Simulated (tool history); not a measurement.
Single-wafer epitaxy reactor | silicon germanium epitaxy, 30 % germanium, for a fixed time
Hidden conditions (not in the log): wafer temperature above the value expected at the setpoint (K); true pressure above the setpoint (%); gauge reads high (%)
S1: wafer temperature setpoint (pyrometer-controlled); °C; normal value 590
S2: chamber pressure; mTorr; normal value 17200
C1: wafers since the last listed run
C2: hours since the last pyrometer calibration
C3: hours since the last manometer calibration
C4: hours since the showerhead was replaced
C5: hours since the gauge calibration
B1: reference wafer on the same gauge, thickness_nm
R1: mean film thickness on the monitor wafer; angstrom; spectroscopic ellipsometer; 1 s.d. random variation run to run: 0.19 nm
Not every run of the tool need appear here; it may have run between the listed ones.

run	day	S1	S2	C1	C2	C3	C4	C5	B1	R1
1	0.000	596	15900	0	120.4	992.8	5462.2	206.2	47.609	507.52
2	2.217	596	15900	677	173.6	1046.0	5515.4	259.4	47.552	512.29
3	5.954	596	15900	1142	263.3	1135.7	5605.1	349.1	47.601	518.61
4	8.588	585	17200	804	326.5	1198.9	5668.3	412.3	47.586	449.34
5	15.392	590	17200	2079	489.8	1362.2	5831.6	575.6	47.617	498.11
6	18.408	582	20400	922	562.2	1434.6	5904.0	648.0	47.546	472.06
7	21.746	590	17200	1020	642.3	1514.7	5984.1	728.1	47.590	494.63
8	26.175	590	14000	1353	748.6	1621.0	6090.4	834.4	47.607	448.05
# day 26.992: gauge calibrated
9	28.967	590	14000	853	815.6	1688.0	6157.4	47.4	47.603	450.29
10	32.671	590	14000	1132	904.5	1776.9	6246.3	136.3	47.672	448.26
11	35.254	590	17200	789	966.5	1838.9	6308.3	198.3	47.602	503.79
12	37.888	590	17200	804	1029.7	1902.1	6371.5	261.5	47.564	503.03
13	40.946	590	17200	934	1103.1	1975.5	6444.9	334.9	47.566	504.65
# day 44.408: capacitance manometer re-zeroed and calibrated
14	44.892	590	17200	1104	1197.8	11.6	6539.6	429.6	47.600	489.18
15	47.125	590	17200	682	1251.4	65.2	6593.2	483.2	47.609	494.40
16	50.521	597	15300	1038	1332.9	146.7	6674.7	564.7	47.552	517.55
17	52.433	602	15100	584	1378.8	192.6	6720.6	610.6	47.621	562.07
# day 53.054: showerhead replaced
18	56.458	603	13400	1128	1475.4	289.2	81.7	707.2	47.611	535.82
19	59.846	590	17200	1035	1556.7	370.5	163.0	788.5	47.602	496.76
20	61.929	590	17200	636	1606.7	420.5	213.0	838.5	47.593	496.33
# day 62.367: pyrometer calibrated
21	65.929	579	14600	1120	85.5	516.5	309.0	934.5	47.564	361.63
22	67.471	576	17200	471	122.5	553.5	346.0	971.5	47.578	380.06
# day 69.733: gauge calibrated
23	71.754	581	17200	1309	225.3	656.3	448.8	48.5	47.580	415.35
24	74.554	602	17200	855	292.5	723.5	516.0	115.7	47.624	591.93
25	77.833	590	14000	1002	371.2	802.2	594.7	194.4	47.601	435.98
26	79.617	598	14000	545	414.0	845.0	637.5	237.2	47.594	498.51

List, for all runs, the conditions of the tool that the log does not record:
gauge reads high (%): 0 in every run
H1: wafer temperature above the value expected at the setpoint (K)
H2: true pressure above the setpoint (%)
run	H1	H2
1	0.416	5.31
2	0.695	5.41
3	1.11	5.55
4	1.36	5.64
5	1.89	5.83
6	2.07	5.9
7	2.25	5.97
8	2.46	6.05
9	2.56	6.09
10	2.69	6.14
11	2.76	6.17
12	2.83	6.2
13	2.9	6.23
14	2.98	0.727
15	3.01	1.2
16	3.06	1.85
17	3.09	2.17
18	3.14	2.79
19	3.17	3.24
20	3.19	3.48
21	0.221	3.9
22	0.431	4.05
23	0.944	4.41
24	1.23	4.62
25	1.52	4.83
26	1.67	4.94

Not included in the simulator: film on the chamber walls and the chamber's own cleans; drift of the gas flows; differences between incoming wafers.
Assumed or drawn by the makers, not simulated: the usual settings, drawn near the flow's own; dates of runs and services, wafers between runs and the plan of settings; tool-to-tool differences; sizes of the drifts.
